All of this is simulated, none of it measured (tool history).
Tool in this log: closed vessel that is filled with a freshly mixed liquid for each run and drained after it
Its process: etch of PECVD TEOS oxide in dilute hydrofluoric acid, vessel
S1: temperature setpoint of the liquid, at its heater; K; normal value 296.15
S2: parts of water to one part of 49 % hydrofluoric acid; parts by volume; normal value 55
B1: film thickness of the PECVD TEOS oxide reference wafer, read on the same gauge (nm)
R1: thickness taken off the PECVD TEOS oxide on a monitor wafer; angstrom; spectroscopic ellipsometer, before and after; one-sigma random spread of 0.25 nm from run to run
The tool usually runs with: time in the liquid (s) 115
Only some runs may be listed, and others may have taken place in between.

run 1 day=0 | S1=296.15 S2=65 time_in_the_liquid_(s)=115 | B1=80.02 | R1=305
run 2 day=0.596 | S1=296.15 S2=55 time_in_the_liquid_(s)=115 | B1=80.02 | R1=364.8
run 3 day=1.317 | S1=296.15 S2=55 time_in_the_liquid_(s)=115 | B1=79.96 | R1=360.4
run 4 day=2.046 | S1=296.15 S2=55 time_in_the_liquid_(s)=115 | B1=79.98 | R1=365.7
run 5 day=3.317 | S1=296.15 S2=55 time_in_the_liquid_(s)=115 | B1=80 | R1=363.2
run 6 day=3.825 | S1=296.15 S2=55 time_in_the_liquid_(s)=115 | B1=79.99 | R1=363.2
run 7 day=4.479 | S1=296.15 S2=35 time_in_the_liquid_(s)=115 | B1=79.99 | R1=587
run 8 day=6.446 | S1=296.15 S2=35 time_in_the_liquid_(s)=115 | B1=79.99 | R1=590.8
run 9 day=6.712 | S1=296.15 S2=75 time_in_the_liquid_(s)=115 | B1=80.02 | R1=260.7
run 10 day=7.346 | S1=296.15 S2=75 time_in_the_liquid_(s)=115 | B1=79.99 | R1=265.1
run 11 day=7.804 | S1=296.15 S2=75 time_in_the_liquid_(s)=115 | B1=80.02 | R1=262.9
run 12 day=8.383 | S1=296.15 S2=55 time_in_the_liquid_(s)=115 | B1=80.01 | R1=372.8
run 13 day=8.729 | S1=294.15 S2=40 time_in_the_liquid_(s)=80 | B1=80.02 | R1=332.8
run 14 day=9.467 | S1=296.15 S2=55 time_in_the_liquid_(s)=115 | B1=79.98 | R1=369.2
run 15 day=9.9 | S1=296.15 S2=55 time_in_the_liquid_(s)=140 | B1=79.97 | R1=441.8
run 16 day=10.217 | S1=296.15 S2=45 time_in_the_liquid_(s)=140 | B1=80 | R1=551.5
-- day=10.558 hydrofluoric acid flow meter replaced
run 17 day=10.883 | S1=294.65 S2=80 time_in_the_liquid_(s)=95 | B1=80 | R1=167.2
-- day=11.342 gauge calibrated
run 18 day=11.596 | S1=293.15 S2=45 time_in_the_liquid_(s)=60 | B1=80.02 | R1=186.3

The next listed run, before its measurement:
run 19 day=12.242 | S1=292.65 S2=45 time_in_the_liquid_(s)=60 | B1=? | R1=?

{"run 19": {"B1": 79.98, "R1": 183.4}}
The same run, on a tool lacking any hidden state, would have yielded R1 180.2 angstrom.
